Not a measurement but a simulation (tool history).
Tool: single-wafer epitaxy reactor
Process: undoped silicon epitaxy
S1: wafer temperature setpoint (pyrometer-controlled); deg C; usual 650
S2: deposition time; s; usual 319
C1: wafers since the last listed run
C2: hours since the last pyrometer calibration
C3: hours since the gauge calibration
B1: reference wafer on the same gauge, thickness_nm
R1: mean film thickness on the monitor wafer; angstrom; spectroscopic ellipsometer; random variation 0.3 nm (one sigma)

run 1 hour=0.0 | S1=650 S2=319 | C1=0 C2=2521.7 C3=121.0 | B1=46.733 | R1=551.67
run 2 hour=20.8 | S1=650 S2=319 | C1=115 C2=2542.5 C3=141.8 | B1=46.634 | R1=550.91
run 3 hour=49.7 | S1=650 S2=319 | C1=160 C2=2571.4 C3=170.7 | B1=46.660 | R1=548.89
run 4 hour=64.4 | S1=650 S2=319 | C1=81 C2=2586.1 C3=185.4 | B1=46.714 | R1=554.37
run 5 hour=100.0 | S1=650 S2=319 | C1=197 C2=2621.7 C3=221.0 | B1=46.705 | R1=550.27
run 6 hour=132.0 | S1=650 S2=319 | C1=177 C2=2653.7 C3=253.0 | B1=46.703 | R1=557.60
run 7 hour=215.2 | S1=650 S2=319 | C1=461 C2=2736.9 C3=336.2 | B1=46.674 | R1=547.30
run 8 hour=238.8 | S1=650 S2=319 | C1=130 C2=2760.5 C3=359.8 | B1=46.772 | R1=552.36
run 9 hour=261.1 | S1=646 S2=319 | C1=123 C2=2782.8 C3=382.1 | B1=46.731 | R1=506.37
run 10 hour=295.8 | S1=646 S2=319 | C1=192 C2=2817.5 C3=416.8 | B1=46.722 | R1=508.75
run 11 hour=318.6 | S1=646 S2=319 | C1=126 C2=2840.3 C3=439.6 | B1=46.727 | R1=504.65
run 12 hour=353.2 | S1=650 S2=319 | C1=191 C2=2874.9 C3=474.2 | B1=46.685 | R1=545.52
run 13 hour=378.9 | S1=650 S2=319 | C1=142 C2=2900.6 C3=499.9 | B1=46.726 | R1=555.61
run 14 hour=398.8 | S1=650 S2=319 | C1=110 C2=2920.5 C3=519.8 | B1=46.712 | R1=550.87
run 15 hour=434.3 | S1=650 S2=319 | C1=196 C2=2956.0 C3=555.3 | B1=46.664 | R1=555.28
run 16 hour=511.9 | S1=650 S2=319 | C1=430 C2=3033.6 C3=632.9 | B1=46.636 | R1=551.43
run 17 hour=531.1 | S1=650 S2=298 | C1=106 C2=3052.8 C3=652.1 | B1=46.721 | R1=520.79
run 18 hour=548.0 | S1=650 S2=298 | C1=93 C2=3069.7 C3=669.0 | B1=46.751 | R1=514.92
run 19 hour=583.9 | S1=650 S2=319 | C1=199 C2=3105.6 C3=704.9 | B1=46.696 | R1=545.21
run 20 hour=618.7 | S1=650 S2=319 | C1=192 C2=3140.4 C3=739.7 | B1=46.639 | R1=554.90
run 21 hour=641.1 | S1=650 S2=319 | C1=124 C2=3162.8 C3=762.1 | B1=46.707 | R1=547.17
-- hour=663.6 pyrometer calibrated
run 22 hour=669.6 | S1=650 S2=319 | C1=113 C2=6.0 C3=790.6 | B1=46.728 | R1=553.54
run 23 hour=687.7 | S1=650 S2=319 | C1=100 C2=24.1 C3=808.7 | B1=46.731 | R1=551.91
run 24 hour=708.7 | S1=650 S2=319 | C1=116 C2=45.1 C3=829.7 | B1=46.732 | R1=552.60
run 25 hour=726.9 | S1=656 S2=359 | C1=100 C2=63.3 C3=847.9 | B1=46.703 | R1=700.01
run 26 hour=802.4 | S1=644 S2=358 | C1=418 C2=138.8 C3=923.4 | B1=46.752 | R1=549.15
run 27 hour=830.1 | S1=657 S2=264 | C1=153 C2=166.5 C3=951.1 | B1=46.720 | R1=527.16
run 28 hour=860.7 | S1=650 S2=319 | C1=169 C2=197.1 C3=981.7 | B1=46.743 | R1=550.04
run 29 hour=879.0 | S1=641 S2=269 | C1=101 C2=215.4 C3=1000.0 | B1=46.715 | R1=388.26
run 30 hour=909.9 | S1=656 S2=293 | C1=171 C2=246.3 C3=1030.9 | B1=46.687 | R1=572.29
run 31 hour=933.3 | S1=650 S2=319 | C1=129 C2=269.7 C3=1054.3 | B1=46.732 | R1=546.01
run 32 hour=949.1 | S1=636 S2=279 | C1=87 C2=285.5 C3=1070.1 | B1=46.681 | R1=358.74
-- hour=951.5 gauge calibrated
run 33 hour=981.1 | S1=650 S2=319 | C1=177 C2=317.5 C3=29.6 | B1=46.679 | R1=555.61
run 34 hour=1008.1 | S1=664 S2=369 | C1=149 C2=344.5 C3=56.6 | B1=46.752 | R1=841.11
run 35 hour=1029.9 | S1=650 S2=319 | C1=120 C2=366.3 C3=78.4 | B1=46.646 | R1=553.08
run 36 hour=1059.9 | S1=650 S2=279 | C1=166 C2=396.3 C3=108.4 | B1=46.740 | R1=477.55
run 37 hour=1094.9 | S1=650 S2=263 | C1=194 C2=431.3 C3=143.4 | B1=46.669 | R1=453.83
run 38 hour=1130.7 | S1=642 S2=285 | C1=198 C2=467.1 C3=179.2 | B1=46.672 | R1=414.36
run 39 hour=1158.1 | S1=661 S2=282 | C1=151 C2=494.5 C3=206.6 | B1=46.710 | R1=606.58
run 40 hour=1185.1 | S1=650 S2=319 | C1=149 C2=521.5 C3=233.6 | B1=46.742 | R1=547.83
run 41 hour=1207.3 | S1=650 S2=319 | C1=123 C2=543.7 C3=255.8 | B1=46.759 | R1=554.69
run 42 hour=1225.5 | S1=660 S2=265 | C1=100 C2=561.9 C3=274.0 | B1=46.640 | R1=556.35
run 43 hour=1255.7 | S1=661 S2=335 | C1=167 C2=592.1 C3=304.2 | B1=46.659 | R1=718.42
run 44 hour=1277.0 | S1=662 S2=300 | C1=118 C2=613.4 C3=325.5 | B1=46.639 | R1=661.40
run 45 hour=1294.9 | S1=650 S2=319 | C1=99 C2=631.3 C3=343.4 | B1=46.717 | R1=552.78

Forecast each of these 5 alternatives for the next run:
run A hour=1295.4 | S1=643 S2=319 | C1=2 C2=631.8 C3=343.9 | B1=? | R1=?
run B hour=1295.4 | S1=650 S2=353 | C1=2 C2=631.8 C3=343.9 | B1=? | R1=?
run C hour=1295.4 | S1=662 S2=270 | C1=2 C2=631.8 C3=343.9 | B1=? | R1=?
run D hour=1295.4 | S1=654 S2=352 | C1=2 C2=631.8 C3=343.9 | B1=? | R1=?
run E hour=1295.4 | S1=657 S2=287 | C1=2 C2=631.8 C3=343.9 | B1=? | R1=?

run=A B1=46.764 R1=476.07
run=B B1=46.764 R1=607.55
run=C B1=46.764 R1=590.66
run=D B1=46.764 R1=656.68
run=E B1=46.764 R1=568.53
Without the tool's hidden state the same runs would have given:
run=A R1=476.07
run=B R1=607.55
run=C R1=590.66
run=D R1=656.68
run=E R1=568.53
